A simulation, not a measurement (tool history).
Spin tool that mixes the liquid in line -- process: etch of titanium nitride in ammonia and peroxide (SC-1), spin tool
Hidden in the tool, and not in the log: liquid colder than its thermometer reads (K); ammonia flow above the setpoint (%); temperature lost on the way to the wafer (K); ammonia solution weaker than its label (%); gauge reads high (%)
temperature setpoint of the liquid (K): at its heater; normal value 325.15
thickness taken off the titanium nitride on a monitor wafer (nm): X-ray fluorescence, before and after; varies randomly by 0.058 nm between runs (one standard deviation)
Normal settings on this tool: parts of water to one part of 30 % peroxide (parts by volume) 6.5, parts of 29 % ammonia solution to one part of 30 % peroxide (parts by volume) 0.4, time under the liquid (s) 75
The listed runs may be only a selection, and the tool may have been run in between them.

run,hour,temperature setpoint of the liquid (K),parts of water to one part of 30 % peroxide (parts by volume),parts of 29 % ammonia solution to one part of 30 % peroxide (parts by volume),time under the liquid (s),wafers since the last listed run,hours since the thermometer was replaced,hours since the ammonia flow meter was replaced,hours since the heated supply line was repaired,hours since the drum of ammonia solution was connected,hours since the gauge calibration,"read-back film thickness of the titanium nitride reference wafer, read on the same gauge (nm)",thickness taken off the titanium nitride on a monitor wafer (nm)
1,0,325.15,6.5,0.4,75,0,1971.6,782,1903.9,94.6,246.8,29.99,7.87
# hour 34.5: ammonia flow meter replaced
2,45.2,325.15,6.5,0.4,75,390,2016.8,10.7,1949.1,139.8,292,30.01,8.01
3,147,325.15,6.5,0.4,75,898,2118.6,112.5,2050.9,241.6,393.8,30,7.91
4,183.4,325.15,6.5,0.4,75,321,2155,148.9,2087.3,278,430.2,29.98,7.94
5,237.3,325.15,6.5,0.4,75,475,2208.9,202.8,2141.2,331.9,484.1,30.03,7.87
# hour 254.4: new drum of ammonia solution connected
6,322.9,325.15,6.5,0.4,75,746,2294.5,288.4,2226.8,68.5,569.7,30,7.93
7,376.2,325.15,6.5,0.4,75,470,2347.8,341.7,2280.1,121.8,623,30.03,7.8
8,439.2,325.15,6.5,0.4,75,556,2410.8,404.7,2343.1,184.8,686,30.01,7.88
9,544.9,332.15,6.5,0.4,55,933,2516.5,510.4,2448.8,290.5,791.7,30,9.18
# hour 566.3: new drum of ammonia solution connected
# hour 577.7: thermometer replaced
10,640.2,332.15,6.5,0.4,55,823,62.5,605.7,2544.1,73.9,887,29.98,9.24
11,712,325.15,6.5,0.4,75,633,134.3,677.5,2615.9,145.7,958.8,29.98,7.74
12,776.5,325.15,6.5,0.4,75,569,198.8,742,2680.4,210.2,1023.3,30,7.81
# hour 863.5: ammonia flow meter replaced
13,873.1,325.15,6.5,0.2,75,844,295.4,9.6,2777,306.8,1119.9,30.01,6.94
14,922.2,325.15,6.5,0.55,75,433,344.5,58.7,2826.1,355.9,1169,29.99,8.27
# hour 969.4: new drum of ammonia solution connected
15,977.6,329.65,6.5,0.4,75,480,399.9,114.1,2881.5,8.2,1224.4,30.02,10.57
16,1061.2,318.65,6.5,0.4,75,738,483.5,197.7,2965.1,91.8,1308,29.98,4.88
# hour 1093.5: heated supply line repaired
17,1125.8,325.15,6.5,0.4,75,561,548.1,262.3,32.3,156.4,1372.6,29.99,8.39

Estimate the outcome of run 18 from the log above:
18,1229.8,329.15,6.5,0.55,75,918,652.1,366.3,136.3,260.4,1476.6,?,?

{"run 18": {"read-back film thickness of the titanium nitride reference wafer, read on the same gauge (nm)": 29.98, "thickness taken off the titanium nitride on a monitor wafer (nm)": 11.69}}
If the tool had no hidden condition, the same run with the same run-to-run variation would have returned thickness taken off the titanium nitride on a monitor wafer (nm) 11.73.
